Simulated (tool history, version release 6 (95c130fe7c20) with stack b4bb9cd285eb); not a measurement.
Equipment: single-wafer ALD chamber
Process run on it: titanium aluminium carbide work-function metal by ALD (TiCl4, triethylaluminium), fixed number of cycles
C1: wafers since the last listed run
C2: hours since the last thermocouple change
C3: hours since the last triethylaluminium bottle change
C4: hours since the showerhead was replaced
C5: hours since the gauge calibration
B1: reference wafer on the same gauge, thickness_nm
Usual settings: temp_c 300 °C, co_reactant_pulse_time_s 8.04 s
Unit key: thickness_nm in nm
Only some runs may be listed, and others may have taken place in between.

{"run": 1, "hour": 0.0, "temp_c": 300, "co_reactant_pulse_time_s": 8.04, "C1": 0, "C2": 414.8, "C3": 570.0, "C4": 7009.2, "C5": 159.9, "B1": 1.531, "thickness_nm": 1.82}
{"run": 2, "hour": 52.2, "temp_c": 300, "co_reactant_pulse_time_s": 8.04, "C1": 575, "C2": 467.0, "C3": 622.2, "C4": 7061.4, "C5": 212.1, "B1": 1.53, "thickness_nm": 1.815}
{"run": 3, "hour": 86.2, "temp_c": 300, "co_reactant_pulse_time_s": 9.55, "C1": 375, "C2": 501.0, "C3": 656.2, "C4": 7095.4, "C5": 246.1, "B1": 1.529, "thickness_nm": 1.849}
{"run": 4, "hour": 111.3, "temp_c": 300, "co_reactant_pulse_time_s": 9.55, "C1": 276, "C2": 526.1, "C3": 681.3, "C4": 7120.5, "C5": 271.2, "B1": 1.529, "thickness_nm": 1.845}
{"run": 5, "hour": 182.5, "temp_c": 303, "co_reactant_pulse_time_s": 8.04, "C1": 785, "C2": 597.3, "C3": 752.5, "C4": 7191.7, "C5": 342.4, "B1": 1.531, "thickness_nm": 1.828}
{"run": 6, "hour": 206.7, "temp_c": 303, "co_reactant_pulse_time_s": 8.04, "C1": 266, "C2": 621.5, "C3": 776.7, "C4": 7215.9, "C5": 366.6, "B1": 1.53, "thickness_nm": 1.825}
{"run": 7, "hour": 271.4, "temp_c": 303, "co_reactant_pulse_time_s": 8.04, "C1": 713, "C2": 686.2, "C3": 841.4, "C4": 7280.6, "C5": 431.3, "B1": 1.529, "thickness_nm": 1.824}
{"run": 8, "hour": 315.4, "temp_c": 300, "co_reactant_pulse_time_s": 8.04, "C1": 485, "C2": 730.2, "C3": 885.4, "C4": 7324.6, "C5": 475.3, "B1": 1.53, "thickness_nm": 1.8}
{"run": 9, "hour": 345.1, "temp_c": 300, "co_reactant_pulse_time_s": 8.04, "C1": 327, "C2": 759.9, "C3": 915.1, "C4": 7354.3, "C5": 505.0, "B1": 1.53, "thickness_nm": 1.795}
{"hour": 369.8, "done": "showerhead replaced"}
{"run": 10, "hour": 405.3, "temp_c": 300, "co_reactant_pulse_time_s": 8.04, "C1": 575, "C2": 820.1, "C3": 975.3, "C4": 35.5, "C5": 565.2, "B1": 1.53, "thickness_nm": 1.793}
{"run": 11, "hour": 462.1, "temp_c": 307, "co_reactant_pulse_time_s": 9.49, "C1": 626, "C2": 876.9, "C3": 1032.1, "C4": 92.3, "C5": 622.0, "B1": 1.529, "thickness_nm": 1.876}
{"hour": 519.5, "done": "thermocouple changed; heater temperature recalibrated"}
{"run": 12, "hour": 520.0, "temp_c": 300, "co_reactant_pulse_time_s": 5.48, "C1": 550, "C2": 0.5, "C3": 1090.0, "C4": 150.2, "C5": 679.9, "B1": 1.53, "thickness_nm": 1.655}
{"run": 13, "hour": 579.8, "temp_c": 300, "co_reactant_pulse_time_s": 5.48, "C1": 659, "C2": 60.3, "C3": 1149.8, "C4": 210.0, "C5": 739.7, "B1": 1.531, "thickness_nm": 1.656}
{"run": 14, "hour": 606.9, "temp_c": 300, "co_reactant_pulse_time_s": 8.04, "C1": 298, "C2": 87.4, "C3": 1176.9, "C4": 237.1, "C5": 766.8, "B1": 1.531, "thickness_nm": 1.78}
{"run": 15, "hour": 652.4, "temp_c": 295, "co_reactant_pulse_time_s": 6.85, "C1": 501, "C2": 132.9, "C3": 1222.4, "C4": 282.6, "C5": 812.3, "B1": 1.528, "thickness_nm": 1.692}
{"run": 16, "hour": 684.6, "temp_c": 295, "co_reactant_pulse_time_s": 11.16, "C1": 355, "C2": 165.1, "C3": 1254.6, "C4": 314.8, "C5": 844.5, "B1": 1.529, "thickness_nm": 1.828}
{"run": 17, "hour": 712.9, "temp_c": 293, "co_reactant_pulse_time_s": 5.57, "C1": 312, "C2": 193.4, "C3": 1282.9, "C4": 343.1, "C5": 872.8, "B1": 1.529, "thickness_nm": 1.606}
{"run": 18, "hour": 784.6, "temp_c": 291, "co_reactant_pulse_time_s": 5.69, "C1": 790, "C2": 265.1, "C3": 1354.6, "C4": 414.8, "C5": 944.5, "B1": 1.531, "thickness_nm": 1.599}
{"run": 19, "hour": 821.6, "temp_c": 287, "co_reactant_pulse_time_s": 10.09, "C1": 408, "C2": 302.1, "C3": 1391.6, "C4": 451.8, "C5": 981.5, "B1": 1.53, "thickness_nm": 1.741}
{"run": 20, "hour": 875.6, "temp_c": 307, "co_reactant_pulse_time_s": 7.07, "C1": 595, "C2": 356.1, "C3": 1445.6, "C4": 505.8, "C5": 1035.5, "B1": 1.53, "thickness_nm": 1.763}
{"run": 21, "hour": 901.6, "temp_c": 300, "co_reactant_pulse_time_s": 6.71, "C1": 286, "C2": 382.1, "C3": 1471.6, "C4": 531.8, "C5": 1061.5, "B1": 1.53, "thickness_nm": 1.7}
{"hour": 949.2, "done": "gauge calibrated"}
{"hour": 959.1, "done": "triethylaluminium bottle replaced"}
{"run": 22, "hour": 962.6, "temp_c": 290, "co_reactant_pulse_time_s": 10.54, "C1": 584, "C2": 443.1, "C3": 3.5, "C4": 592.8, "C5": 13.4, "B1": 1.529, "thickness_nm": 1.834}
{"run": 23, "hour": 991.8, "temp_c": 300, "co_reactant_pulse_time_s": 8.04, "C1": 322, "C2": 472.3, "C3": 32.7, "C4": 622.0, "C5": 42.6, "B1": 1.53, "thickness_nm": 1.835}
{"run": 24, "hour": 1022.0, "temp_c": 290, "co_reactant_pulse_time_s": 10.54, "C1": 333, "C2": 502.5, "C3": 62.9, "C4": 652.2, "C5": 72.8, "B1": 1.53, "thickness_nm": 1.818}
{"run": 25, "hour": 1092.9, "temp_c": 294, "co_reactant_pulse_time_s": 6.2, "C1": 782, "C2": 573.4, "C3": 133.8, "C4": 723.1, "C5": 143.7, "B1": 1.53, "thickness_nm": 1.73}
{"run": 26, "hour": 1151.1, "temp_c": 295, "co_reactant_pulse_time_s": 6.11, "C1": 641, "C2": 631.6, "C3": 192.0, "C4": 781.3, "C5": 201.9, "B1": 1.53, "thickness_nm": 1.722}
{"run": 27, "hour": 1182.2, "temp_c": 300, "co_reactant_pulse_time_s": 8.04, "C1": 343, "C2": 662.7, "C3": 223.1, "C4": 812.4, "C5": 233.0, "B1": 1.53, "thickness_nm": 1.826}
{"run": 28, "hour": 1212.6, "temp_c": 312, "co_reactant_pulse_time_s": 8.04, "C1": 335, "C2": 693.1, "C3": 253.5, "C4": 842.8, "C5": 263.4, "B1": 1.531, "thickness_nm": 1.916}

Each row is a separate what-if for the run after 28, all from the same tool condition, not one after another. Results?
{"run": "A", "hour": 1213.0, "temp_c": 300, "co_reactant_pulse_time_s": 8.04, "C1": 4, "C2": 693.5, "C3": 253.9, "C4": 843.2, "C5": 263.8, "B1": "?", "thickness_nm": "?"}
{"run": "B", "hour": 1213.0, "temp_c": 291, "co_reactant_pulse_time_s": 9.23, "C1": 4, "C2": 693.5, "C3": 253.9, "C4": 843.2, "C5": 263.8, "B1": "?", "thickness_nm": "?"}
{"run": "C", "hour": 1213.0, "temp_c": 288, "co_reactant_pulse_time_s": 10.37, "C1": 4, "C2": 693.5, "C3": 253.9, "C4": 843.2, "C5": 263.8, "B1": "?", "thickness_nm": "?"}
{"run": "D", "hour": 1213.0, "temp_c": 294, "co_reactant_pulse_time_s": 5.99, "C1": 4, "C2": 693.5, "C3": 253.9, "C4": 843.2, "C5": 263.8, "B1": "?", "thickness_nm": "?"}
{"run": "E", "hour": 1213.0, "temp_c": 286, "co_reactant_pulse_time_s": 6.78, "C1": 4, "C2": 693.5, "C3": 253.9, "C4": 843.2, "C5": 263.8, "B1": "?", "thickness_nm": "?"}

run=A B1=1.530 thickness_nm=1.835
run=B B1=1.530 thickness_nm=1.803
run=C B1=1.530 thickness_nm=1.804
run=D B1=1.530 thickness_nm=1.715
run=E B1=1.530 thickness_nm=1.695
With the hidden condition removed and each run's random variation left untouched, the same runs would have given:
run=A thickness_nm=1.846
run=B thickness_nm=1.812
run=C thickness_nm=1.812
run=D thickness_nm=1.730
run=E thickness_nm=1.708
